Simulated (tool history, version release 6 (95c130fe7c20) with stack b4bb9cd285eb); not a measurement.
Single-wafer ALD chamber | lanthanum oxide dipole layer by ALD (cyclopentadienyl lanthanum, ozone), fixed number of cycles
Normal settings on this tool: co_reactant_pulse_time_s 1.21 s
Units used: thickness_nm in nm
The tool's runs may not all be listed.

| run | hour | co_reactant_pulse_time_s | read-back reference wafer on the same gauge, thickness_nm | thickness_nm |
|---|---|---|---|---|
| 1 | 0.0 | 1.21 | 0.526 | 0.503 |
| 2 | 37.2 | 1.21 | 0.527 | 0.504 |
| 3 | 348.4 | 1.49 | 0.527 | 0.519 |
| 4 | 439.6 | 1.21 | 0.527 | 0.495 |
| 5 | 507.2 | 1.21 | 0.528 | 0.493 |
|  | 678.9 | ozone generator serviced |
| 6 | 826.6 | 1.21 | 0.526 | 0.504 |
| 7 | 903.7 | 1.55 | 0.527 | 0.530 |
| 8 | 952.0 | 1.21 | 0.527 | 0.506 |
| 9 | 1053.1 | 1.21 | 0.526 | 0.502 |
| 10 | 1154.0 | 1.21 | 0.528 | 0.501 |
|  | 1193.0 | thermocouple changed; heater temperature recalibrated |
| 11 | 1217.0 | 1.21 | 0.527 | 0.498 |
| 12 | 1259.2 | 1.54 | 0.528 | 0.528 |
| 13 | 1340.3 | 1.54 | 0.526 | 0.523 |
| 14 | 1444.8 | 1.54 | 0.528 | 0.523 |
| 15 | 1506.5 | 0.85 | 0.526 | 0.454 |
| 16 | 1597.4 | 1.55 | 0.527 | 0.521 |
| 17 | 1691.4 | 1.04 | 0.527 | 0.473 |
|  | 1788.2 | ozone generator serviced |
| 18 | 1862.5 | 1.64 | 0.527 | 0.534 |
| 19 | 2057.5 | 1.46 | 0.528 | 0.522 |
| 20 | 2145.6 | 1.36 | 0.527 | 0.515 |
| 21 | 2426.6 | 0.76 | 0.527 | 0.438 |
|  | 2478.2 | gauge calibrated |
| 22 | 2518.0 | 1.68 | 0.527 | 0.530 |
|  | 2667.0 | showerhead replaced |
| 23 | 2679.2 | 0.73 | 0.527 | 0.428 |
|  | 2708.9 | thermocouple changed; heater temperature recalibrated |
| 24 | 2740.9 | 1.21 | 0.528 | 0.492 |
| 25 | 2821.5 | 1.58 | 0.527 | 0.515 |
|  | 2875.6 | ozone generator serviced |
| 26 | 2924.8 | 0.77 | 0.527 | 0.448 |
| 27 | 2996.0 | 1.40 | 0.527 | 0.517 |
| 28 | 3103.2 | 1.41 | 0.527 | 0.524 |
| 29 | 3156.2 | 1.42 | 0.527 | 0.517 |
| 30 | 3226.6 | 1.21 | 0.528 | 0.501 |
| 31 | 3324.5 | 0.82 | 0.528 | 0.454 |
| 32 | 3419.1 | 1.21 | 0.528 | 0.499 |
| 33 | 3492.2 | 1.03 | 0.527 | 0.477 |
| 34 | 3542.1 | 1.07 | 0.527 | 0.481 |

Give the tool's hidden conditions for every run:
wafer temperature above the value expected at the setpoint (K): 0, the same for each run
gauge reads high (%): 0, the same for each run
H1: ozone dose above that of a generator just serviced (%)
| run | H1 |
|---|---|
| 1 | -7.42 |
| 2 | -7.93 |
| 3 | -12.3 |
| 4 | -13.5 |
| 5 | -14.5 |
| 6 | -2.55 |
| 7 | -3.62 |
| 8 | -4.29 |
| 9 | -5.7 |
| 10 | -7.1 |
| 11 | -7.97 |
| 12 | -8.56 |
| 13 | -9.69 |
| 14 | -11.1 |
| 15 | -12 |
| 16 | -13.3 |
| 17 | -14.6 |
| 18 | -1.86 |
| 19 | -4.57 |
| 20 | -5.79 |
| 21 | -9.7 |
| 22 | -11 |
| 23 | -13.2 |
| 24 | -14.1 |
| 25 | -15.2 |
| 26 | -2.32 |
| 27 | -3.31 |
| 28 | -4.79 |
| 29 | -5.53 |
| 30 | -6.51 |
| 31 | -7.87 |
| 32 | -9.18 |
| 33 | -10.2 |
| 34 | -10.9 |
